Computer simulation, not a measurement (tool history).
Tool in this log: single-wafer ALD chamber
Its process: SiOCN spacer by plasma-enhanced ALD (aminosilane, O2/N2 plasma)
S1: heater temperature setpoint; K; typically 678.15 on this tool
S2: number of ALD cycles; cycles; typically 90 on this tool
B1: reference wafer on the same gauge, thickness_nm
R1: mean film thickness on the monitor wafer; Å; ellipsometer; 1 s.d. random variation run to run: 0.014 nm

run	hour	S1	S2	B1	R1
1	0	666.15	90	4.681	56.85
2	10.3	678.15	78	4.679	48.63
3	26	678.15	78	4.684	48.38
4	36.6	678.15	100	4.68	62.2
5	44.4	678.15	100	4.68	62.07
6	56.1	678.15	90	4.677	55.98
7	69.1	689.15	90	4.678	54.18
8	76.3	689.15	90	4.678	54.25
# hour 84.3: gauge calibrated
9	109.5	689.15	90	4.68	54.34
10	118.3	678.15	90	4.682	55.81
11	131.1	690.15	102	4.683	61.68
12	141.2	684.15	106	4.678	64.86
13	149.2	678.15	90	4.677	55.82
14	160.6	665.15	76	4.679	48.27
15	175	678.15	96	4.679	59.78
# hour 213.7: thermocouple changed; heater temperature recalibrated
16	215	678.15	85	4.682	52.68
17	231.6	691.15	95	4.682	56.87
18	242	678.15	77	4.679	47.78
# hour 245.6: gauge calibrated
19	253.8	664.15	97	4.677	61.28
20	260.7	678.15	104	4.679	64.67
21	277.5	678.15	90	4.68	56.04

What if the next run were any one of these 5? Each begins from the tool's condition after run 21:
A	278.1	678.15	90	?	?
B	278.1	667.15	106	?	?
C	278.1	667.15	81	?	?
D	278.1	686.15	98	?	?
E	278.1	685.15	101	?	?

run	B1	R1
A	4.679	56.14
B	4.679	67.13
C	4.679	51.29
D	4.679	59.82
E	4.679	61.82
Had the tool no hidden state, the same runs would have come out as:
run	R1
A	56.14
B	67.13
C	51.29
D	59.82
E	61.82

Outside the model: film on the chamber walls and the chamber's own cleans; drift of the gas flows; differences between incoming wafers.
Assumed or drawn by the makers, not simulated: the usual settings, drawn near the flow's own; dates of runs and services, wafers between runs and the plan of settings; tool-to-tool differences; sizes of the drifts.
